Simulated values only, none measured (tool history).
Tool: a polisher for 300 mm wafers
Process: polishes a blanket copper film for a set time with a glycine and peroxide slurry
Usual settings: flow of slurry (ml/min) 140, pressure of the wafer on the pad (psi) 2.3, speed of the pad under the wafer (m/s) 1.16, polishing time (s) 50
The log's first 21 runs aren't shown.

run	hour	flow of slurry (ml/min)	pressure of the wafer on the pad (psi)	speed of the pad under the wafer (m/s)	polishing time (s)	wafers since the last listed run	wafers polished on this pad	hours since the slurry nozzle was cleaned	hours since the head pressure was calibrated	incoming thickness of the incoming film, nm	film removed (nm)
# hour 1912.9: slurry nozzle cleaned
22	1914.6	90	2.7	0.92	35	556	4219	1.7	541.4	1595.7	134.8
23	1976.9	140	2.1	1.16	50	774	4993	64	603.7	1569.7	215.9
24	2084.1	110	1.8	1.16	60	1331	6325	171.2	710.9	1591.9	217.9
25	2140.2	140	2.3	1.16	56	697	7022	227.3	767	1629.6	248.7
# hour 2176.2: worn pad replaced by a new one
26	2211.1	140	2.3	1.16	50	831	434	298.2	837.9	1603.4	229.2
27	2278.2	125	2.9	1.16	60	833	1267	365.3	905	1582.7	327.2
# hour 2475.8: head pressure recalibrated
28	2477.6	140	2.3	0.9	50	2452	3720	564.7	1.8	1598.4	182
29	2560.9	115	2.3	1.16	50	1035	4755	648	85.1	1615.8	213
# hour 2720.3: slurry nozzle cleaned
30	2751	140	2.3	1.16	50	2349	7105	30.7	275.2	1603.8	220.2
# hour 2844.5: worn pad replaced by a new one
31	2845.1	90	3.1	1.16	50	1119	6	124.8	369.3	1591.2	270.4
32	2899.3	140	2.3	1.16	50	673	680	179	423.5	1577.1	237.2
33	2973.5	140	2.3	1.4	40	921	1602	253.2	497.7	1620.2	216.2
34	3021.8	140	2.3	1.16	50	600	2202	301.5	546	1621.9	226.8
35	3104.4	140	1.7	1.16	45	1026	3228	384.1	628.6	1612.6	169.4
36	3209.1	140	2.3	1.16	50	1300	4529	488.8	733.3	1591.4	228.9
37	3300.9	125	2.3	0.92	57	1140	5670	580.6	825.1	1625.1	210

Forecast each of these 4 alternatives for the next run:
A	3301.3	140	2.3	1.16	50	4	5675	581	825.5	1626.8	?
B	3301.3	95	1.5	0.98	38	4	5675	581	825.5	1626.8	?
C	3301.3	140	1.7	1.16	50	4	5675	581	825.5	1626.8	?
D	3301.3	175	2.3	1.54	50	4	5675	581	825.5	1626.8	?

run	film removed (nm)
A	228.2
B	107.3
C	186.6
D	299.6
Without the tool's hidden state the same runs would have given:
run	film removed (nm)
A	243.6
B	114.5
C	199.1
D	319.8
